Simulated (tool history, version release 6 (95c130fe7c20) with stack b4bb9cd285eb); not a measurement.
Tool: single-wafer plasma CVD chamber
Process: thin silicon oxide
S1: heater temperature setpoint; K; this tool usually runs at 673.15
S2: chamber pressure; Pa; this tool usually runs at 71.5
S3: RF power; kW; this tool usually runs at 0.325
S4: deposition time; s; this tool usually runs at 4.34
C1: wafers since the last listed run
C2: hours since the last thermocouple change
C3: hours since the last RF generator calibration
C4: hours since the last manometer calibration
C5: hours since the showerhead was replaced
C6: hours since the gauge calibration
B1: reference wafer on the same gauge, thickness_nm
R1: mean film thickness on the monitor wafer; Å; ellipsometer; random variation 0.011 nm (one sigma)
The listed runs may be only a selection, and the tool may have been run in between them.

Run 1, day 0.000: usual settings; C1 0; C2 2055.9; C3 1679.4; C4 625.1; C5 5037.2; C6 2.4; B1 5.038. Result: R1 56.18 Å.
Run 2, day 0.712: usual settings; C1 559; C2 2073.0; C3 1696.5; C4 642.2; C5 5054.3; C6 19.5; B1 5.039. Result: R1 56.07 Å.
Run 3, day 1.375: usual settings; C1 519; C2 2088.9; C3 1712.4; C4 658.1; C5 5070.2; C6 35.4; B1 5.042. Result: R1 56.28 Å.
Run 4, day 1.725: usual settings but S2 65.3 Pa; C1 274; C2 2097.3; C3 1720.8; C4 666.5; C5 5078.6; C6 43.8; B1 5.040. Result: R1 51.27 Å.
Run 5, day 2.142: usual settings; C1 326; C2 2107.3; C3 1730.8; C4 676.5; C5 5088.6; C6 53.8; B1 5.040. Result: R1 56.28 Å.
Run 6, day 2.725: usual settings; C1 457; C2 2121.3; C3 1744.8; C4 690.5; C5 5102.6; C6 67.8; B1 5.037. Result: R1 56.33 Å.
Run 7, day 3.329: usual settings but S3 0.305 kW; C1 474; C2 2135.8; C3 1759.3; C4 705.0; C5 5117.1; C6 82.3; B1 5.040. Result: R1 54.08 Å.
Run 8, day 3.604: usual settings but S2 65.9 Pa; C1 215; C2 2142.4; C3 1765.9; C4 711.6; C5 5123.7; C6 88.9; B1 5.043. Result: R1 51.90 Å.
Run 9, day 4.208: usual settings but S2 65.9 Pa; C1 474; C2 2156.9; C3 1780.4; C4 726.1; C5 5138.2; C6 103.4; B1 5.042. Result: R1 51.91 Å.
Run 10, day 4.671: usual settings but S2 65.9 Pa; C1 362; C2 2168.0; C3 1791.5; C4 737.2; C5 5149.3; C6 114.5; B1 5.037. Result: R1 51.84 Å.
Run 11, day 5.375: usual settings but S1 670.15 K; C1 552; C2 2184.9; C3 1808.4; C4 754.1; C5 5166.2; C6 131.4; B1 5.041. Result: R1 56.42 Å.
Run 12, day 6.054: usual settings but S2 84.5 Pa; C1 532; C2 2201.2; C3 1824.7; C4 770.4; C5 5182.5; C6 147.7; B1 5.042. Result: R1 66.44 Å.
Run 13, day 6.700: usual settings but S2 84.5 Pa; C1 506; C2 2216.7; C3 1840.2; C4 785.9; C5 5198.0; C6 163.2; B1 5.041. Result: R1 66.75 Å.
Run 14, day 7.038: usual settings but S2 84.5 Pa; C1 264; C2 2224.8; C3 1848.3; C4 794.0; C5 5206.1; C6 171.3; B1 5.041. Result: R1 66.86 Å.
At day 7.454: showerhead replaced.
Run 15, day 7.475: usual settings; C1 81; C2 2235.3; C3 1858.8; C4 804.5; C5 0.5; C6 181.8; B1 5.045. Result: R1 56.51 Å.
At day 8.138: RF generator calibrated.
Run 16, day 8.158: usual settings but S3 0.270 kW, S4 4.75 s; C1 274; C2 2251.7; C3 0.5; C4 820.9; C5 16.9; C6 198.2; B1 5.045. Result: R1 57.40 Å.
Run 17, day 8.521: usual settings but S3 0.300 kW; C1 284; C2 2260.4; C3 9.2; C4 829.6; C5 25.6; C6 206.9; B1 5.039. Result: R1 56.55 Å.
Run 18, day 8.954: usual settings but S2 65.9 Pa; C1 340; C2 2270.8; C3 19.6; C4 840.0; C5 36.0; C6 217.3; B1 5.042. Result: R1 54.94 Å.
At day 9.404: gauge calibrated.
Run 19, day 9.692: usual settings but S1 666.15 K, S2 63.3 Pa, S4 3.81 s; C1 578; C2 2288.5; C3 37.3; C4 857.7; C5 53.7; C6 6.9; B1 5.038. Result: R1 46.49 Å.
Run 20, day 10.317: usual settings but S1 660.15 K, S2 63.5 Pa, S3 0.265 kW, S4 4.08 s; C1 490; C2 2303.5; C3 52.3; C4 872.7; C5 68.7; C6 21.9; B1 5.041. Result: R1 43.31 Å.
At day 11.308: thermocouple changed; heater temperature recalibrated.
Run 21, day 11.329: usual settings but S2 56.8 Pa, S4 4.96 s; C1 532; C2 0.5; C3 76.6; C4 897.0; C5 93.0; C6 46.2; B1 5.039. Result: R1 53.92 Å.
Run 22, day 11.492: usual settings but S2 78.5 Pa, S3 0.285 kW; C1 127; C2 4.4; C3 80.5; C4 900.9; C5 96.9; C6 50.1; B1 5.038. Result: R1 59.72 Å.
At day 11.938: capacitance manometer re-zeroed and calibrated.
Run 23, day 11.958: usual settings but S1 663.15 K, S2 66.9 Pa, S3 0.290 kW, S4 3.74 s; C1 104; C2 15.6; C3 91.7; C4 0.5; C5 108.1; C6 61.3; B1 5.043. Result: R1 43.24 Å.
Run 24, day 12.546: usual settings but S3 0.365 kW, S4 4.58 s; C1 460; C2 29.7; C3 105.8; C4 14.6; C5 122.2; C6 75.4; B1 5.039. Result: R1 64.65 Å.
Run 25, day 12.838: usual settings but S2 59.9 Pa; C1 228; C2 36.7; C3 112.8; C4 21.6; C5 129.2; C6 82.4; B1 5.041. Result: R1 48.02 Å.
Run 26, day 14.029: usual settings but S1 662.15 K, S2 86.7 Pa, S4 3.60 s; C1 935; C2 65.3; C3 141.4; C4 50.2; C5 157.8; C6 111.0; B1 5.036. Result: R1 57.98 Å.
Run 27, day 14.567: usual settings but S2 54.1 Pa, S3 0.290 kW; C1 421; C2 78.2; C3 154.3; C4 63.1; C5 170.7; C6 123.9; B1 5.042. Result: R1 40.07 Å.
Run 28, day 14.975: usual settings; C1 320; C2 88.0; C3 164.1; C4 72.9; C5 180.5; C6 133.7; B1 5.043. Result: R1 57.42 Å.

For some of the steps in R1 from one run to the next: how much would appear even if the tool had no hidden state, given the settings, what came in and random variation, and how much remains for the hidden state plus any gauge scatter that the measured result and the result without hidden state don't share?
The tool's hidden condition here consists of: wafer temperature above the value expected at the setpoint (K); delivered RF power above the setpoint (%); true pressure above the setpoint (%); gauge reads high (%).
Run 15 -> 16: S3 0.325 -> 0.270, S4 4.34 -> 4.75, RF generator calibrated. R1 +0.89 Å: hidden state +2.97, all else -2.08.
Run 22 -> 23: S1 673.15 -> 663.15, S2 78.5 -> 66.9, S3 0.285 -> 0.290, S4 4.34 -> 3.74, capacitance manometer re-zeroed and calibrated. R1 -16.48 Å: hidden state -1.94, all else -14.54.
Run 23 -> 24: S1 663.15 -> 673.15, S2 66.9 -> 71.5, S3 0.290 -> 0.365, S4 3.74 -> 4.58. R1 +21.41 Å: hidden state -0.01, all else +21.42.
Run 26 -> 27: S1 662.15 -> 673.15, S2 86.7 -> 54.1, S3 0.325 -> 0.290, S4 3.60 -> 4.34. R1 -17.91 Å: hidden state +0.08, all else -17.99.
